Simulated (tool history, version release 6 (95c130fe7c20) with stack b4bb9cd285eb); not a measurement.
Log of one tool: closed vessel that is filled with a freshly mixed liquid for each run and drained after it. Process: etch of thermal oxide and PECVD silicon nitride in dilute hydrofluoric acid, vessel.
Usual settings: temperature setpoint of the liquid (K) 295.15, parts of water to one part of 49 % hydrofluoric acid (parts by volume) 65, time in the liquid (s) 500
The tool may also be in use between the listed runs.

run	hour	temperature setpoint of the liquid (K)	parts of water to one part of 49 % hydrofluoric acid (parts by volume)	time in the liquid (s)	wafers since the last listed run	hours since the thermometer was replaced	hours since the hydrofluoric acid flow meter was replaced	hours since the gauge calibration	read-back film thickness of the thermal oxide reference wafer, read on the same gauge (nm)	read-back film thickness of the PECVD silicon nitride reference wafer, read on the same gauge (nm)	thickness taken off the thermal oxide on a monitor wafer (nm)	thickness taken off the PECVD silicon nitride on a monitor wafer (nm)
1	0.0	298.15	65	735	0	2072.7	491.8	1452.2	149.99	69.99	52.35	31.64
2	88.9	295.15	65	500	5770	2161.6	580.7	1541.1	150.01	70.02	31.68	17.46
# hour 104.9: hydrofluoric acid flow meter replaced
3	175.5	295.15	65	500	5556	2248.2	70.6	1627.7	149.99	70.00	31.51	17.39
4	234.9	295.15	65	655	3855	2307.6	130.0	1687.1	150.02	70.03	41.05	22.69
5	317.6	295.15	65	655	5367	2390.3	212.7	1769.8	150.00	70.00	41.08	22.65
6	424.5	295.15	65	655	6938	2497.2	319.6	1876.7	149.99	69.98	40.66	22.37
7	483.3	295.15	65	420	3816	2556.0	378.4	1935.5	149.99	69.99	26.54	14.51
# hour 569.1: thermometer replaced
8	583.7	295.15	65	420	6451	14.6	478.8	2035.9	150.00	69.97	25.21	13.26
9	676.3	295.15	65	500	6010	107.2	571.4	2128.5	149.99	70.00	30.00	16.20
10	759.7	295.15	65	355	5413	190.6	654.8	2211.9	149.98	70.03	21.32	11.32
# hour 801.0: gauge calibrated
11	833.7	290.65	85	500	4803	264.6	728.8	32.7	150.00	69.99	18.49	8.96
# hour 860.4: hydrofluoric acid flow meter replaced
12	900.8	295.15	65	500	4290	331.7	40.4	99.8	150.00	70.02	29.79	15.86
13	1003.3	295.15	65	500	6653	434.2	142.9	202.3	149.99	69.98	29.74	15.64
14	1056.4	295.15	75	500	3446	487.3	196.0	255.4	150.02	70.03	25.52	13.81
# hour 1087.5: thermometer replaced, repeated, since the last time left the tool worse
15	1151.1	291.65	65	500	6081	63.6	290.7	350.1	150.02	69.97	28.28	14.86
16	1189.9	290.65	80	500	2518	102.4	329.5	388.9	150.01	70.00	21.70	11.32
17	1256.4	295.15	50	610	4316	168.9	396.0	455.4	149.99	69.99	52.96	29.48
18	1302.4	291.15	65	500	2985	214.9	442.0	501.4	149.99	70.01	27.80	14.29
19	1485.8	290.15	75	635	11904	398.3	625.4	684.8	149.99	70.01	28.80	14.42
# hour 1510.8: hydrofluoric acid flow meter replaced
20	1588.4	295.15	65	500	6594	500.9	77.6	787.4	150.01	69.98	32.40	18.67
21	1678.2	293.15	65	500	5828	590.7	167.4	877.2	149.99	69.94	29.93	16.17
22	1749.6	295.15	65	500	4634	662.1	238.8	948.6	150.00	70.02	32.74	18.55
23	1969.6	292.65	35	420	14279	882.1	458.8	1168.6	150.02	70.02	46.93	23.71
24	2032.3	293.15	35	325	4069	944.8	521.5	1231.3	150.00	69.99	37.20	18.88

The same runs without the tool's hidden state, with the same run-to-run variation:
The hidden state here: liquid colder than its thermometer reads (K); hydrofluoric acid flow above the setpoint (%); gauge reads high (%).
run	thickness taken off the thermal oxide on a monitor wafer (nm)	thickness taken off the PECVD silicon nitride on a monitor wafer (nm)
1	55.25	34.58
2	33.57	19.20
3	33.46	19.19
4	43.63	25.08
5	43.76	25.13
6	43.44	24.94
7	28.39	16.22
8	28.02	15.78
9	33.43	19.35
10	23.80	13.57
11	20.74	10.82
12	33.38	19.12
13	33.40	18.93
14	28.68	16.74
15	28.50	15.04
16	21.89	11.48
17	53.49	29.96
18	28.13	14.56
19	29.26	14.80
20	33.00	19.24
21	30.55	16.73
22	33.46	19.24
23	48.28	24.83
24	38.34	19.83
